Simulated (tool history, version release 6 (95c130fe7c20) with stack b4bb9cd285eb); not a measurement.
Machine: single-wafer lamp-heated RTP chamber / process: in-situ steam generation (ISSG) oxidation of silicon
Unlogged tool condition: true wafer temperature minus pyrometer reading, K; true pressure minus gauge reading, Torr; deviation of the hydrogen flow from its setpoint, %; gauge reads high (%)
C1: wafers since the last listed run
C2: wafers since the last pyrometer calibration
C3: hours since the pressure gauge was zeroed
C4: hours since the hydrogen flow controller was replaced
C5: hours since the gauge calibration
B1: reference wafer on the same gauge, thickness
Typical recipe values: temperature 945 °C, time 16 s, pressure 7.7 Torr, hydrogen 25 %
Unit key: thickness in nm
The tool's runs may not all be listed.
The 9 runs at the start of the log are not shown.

-- hour=191.6 pyrometer window cleaned and pyrometer calibrated
run 10 hour=194.9 | temperature=945 time=16 pressure=7.7 hydrogen=25 | C1=91 C2=23 C3=4214.6 C4=2293.2 C5=104.9 | B1=4.41 | thickness=3.895
run 11 hour=215.5 | temperature=945 time=13 pressure=8.8 hydrogen=25 | C1=144 C2=168 C3=4235.2 C4=2313.8 C5=125.5 | B1=4.405 | thickness=3.543
-- hour=234.4 pressure gauge zeroed
run 12 hour=243.8 | temperature=945 time=12 pressure=6.9 hydrogen=15 | C1=142 C2=310 C3=9.4 C4=2342.1 C5=153.8 | B1=4.415 | thickness=3.033
run 13 hour=275.4 | temperature=930 time=16 pressure=6.9 hydrogen=25 | C1=222 C2=533 C3=41 C4=2373.7 C5=185.4 | B1=4.41 | thickness=3.726
run 14 hour=290.4 | temperature=936 time=16 pressure=7.3 hydrogen=16 | C1=105 C2=638 C3=56 C4=2388.7 C5=200.4 | B1=4.407 | thickness=3.386
run 15 hour=311.2 | temperature=934 time=16 pressure=7.7 hydrogen=25 | C1=146 C2=784 C3=76.8 C4=2409.5 C5=221.2 | B1=4.423 | thickness=3.78
run 16 hour=345.5 | temperature=933 time=14 pressure=7.7 hydrogen=28 | C1=241 C2=1026 C3=111.1 C4=2443.8 C5=255.5 | B1=4.406 | thickness=3.681
run 17 hour=363.6 | temperature=957 time=21 pressure=7.7 hydrogen=25 | C1=127 C2=1153 C3=129.2 C4=2461.9 C5=273.6 | B1=4.415 | thickness=4.459
run 18 hour=442.4 | temperature=945 time=16 pressure=7.7 hydrogen=25 | C1=554 C2=1707 C3=208 C4=2540.7 C5=352.4 | B1=4.403 | thickness=3.873
run 19 hour=455 | temperature=945 time=19 pressure=7.7 hydrogen=25 | C1=88 C2=1796 C3=220.6 C4=2553.3 C5=365 | B1=4.407 | thickness=4.12
-- hour=465.9 hydrogen flow controller replaced
run 20 hour=480.6 | temperature=929 time=16 pressure=7.7 hydrogen=25 | C1=123 C2=1920 C3=246.2 C4=14.7 C5=390.6 | B1=4.409 | thickness=3.724
run 21 hour=541 | temperature=957 time=19 pressure=9 hydrogen=25 | C1=424 C2=2344 C3=306.6 C4=75.1 C5=451 | B1=4.41 | thickness=4.232
run 22 hour=576.1 | temperature=953 time=10 pressure=7.7 hydrogen=25 | C1=246 C2=2591 C3=341.7 C4=110.2 C5=486.1 | B1=4.4 | thickness=3.335
run 23 hour=604.9 | temperature=962 time=12 pressure=8.6 hydrogen=25 | C1=202 C2=2794 C3=370.5 C4=139 C5=514.9 | B1=4.412 | thickness=3.642
run 24 hour=618.6 | temperature=945 time=16 pressure=7.7 hydrogen=25 | C1=96 C2=2890 C3=384.2 C4=152.7 C5=528.6 | B1=4.4 | thickness=3.906
run 25 hour=649.2 | temperature=939 time=16 pressure=7.1 hydrogen=31 | C1=215 C2=3105 C3=414.8 C4=183.3 C5=559.2 | B1=4.408 | thickness=4.062
run 26 hour=683.5 | temperature=935 time=16 pressure=9 hydrogen=25 | C1=241 C2=3347 C3=449.1 C4=217.6 C5=593.5 | B1=4.421 | thickness=3.739
run 27 hour=714.7 | temperature=930 time=12 pressure=8.3 hydrogen=25 | C1=219 C2=3566 C3=480.3 C4=248.8 C5=624.7 | B1=4.409 | thickness=3.377
run 28 hour=728.5 | temperature=945 time=16 pressure=7.7 hydrogen=25 | C1=97 C2=3663 C3=494.1 C4=262.6 C5=638.5 | B1=4.413 | thickness=3.896
run 29 hour=754.5 | temperature=945 time=16 pressure=7.7 hydrogen=25 | C1=182 C2=3846 C3=520.1 C4=288.6 C5=664.5 | B1=4.407 | thickness=3.907
run 30 hour=795.4 | temperature=965 time=16 pressure=7.7 hydrogen=25 | C1=287 C2=4134 C3=561 C4=329.5 C5=705.4 | B1=4.412 | thickness=4.141

Consider 5 possible next runs. They are alternatives, not a sequence: every one starts from the tool as it was left by run 30. What does each give?
run A hour=795.8 | temperature=945 time=16 pressure=7.7 hydrogen=25 | C1=2 C2=4136 C3=561.4 C4=329.9 C5=705.8 | B1=? | thickness=?
run B hour=795.8 | temperature=945 time=22 pressure=7.7 hydrogen=25 | C1=2 C2=4136 C3=561.4 C4=329.9 C5=705.8 | B1=? | thickness=?
run C hour=795.8 | temperature=962 time=16 pressure=8.4 hydrogen=32 | C1=2 C2=4136 C3=561.4 C4=329.9 C5=705.8 | B1=? | thickness=?
run D hour=795.8 | temperature=934 time=14 pressure=7.7 hydrogen=25 | C1=2 C2=4136 C3=561.4 C4=329.9 C5=705.8 | B1=? | thickness=?
run E hour=795.8 | temperature=959 time=16 pressure=7.7 hydrogen=25 | C1=2 C2=4136 C3=561.4 C4=329.9 C5=705.8 | B1=? | thickness=?

run=A B1=4.406 thickness=3.933
run=B B1=4.406 thickness=4.459
run=C B1=4.406 thickness=4.39
run=D B1=4.406 thickness=3.638
run=E B1=4.406 thickness=4.094
Without the tool's unlogged condition, the same runs would have read:
run=A thickness=3.883
run=B thickness=4.395
run=C thickness=4.327
run=D thickness=3.597
run=E thickness=4.037
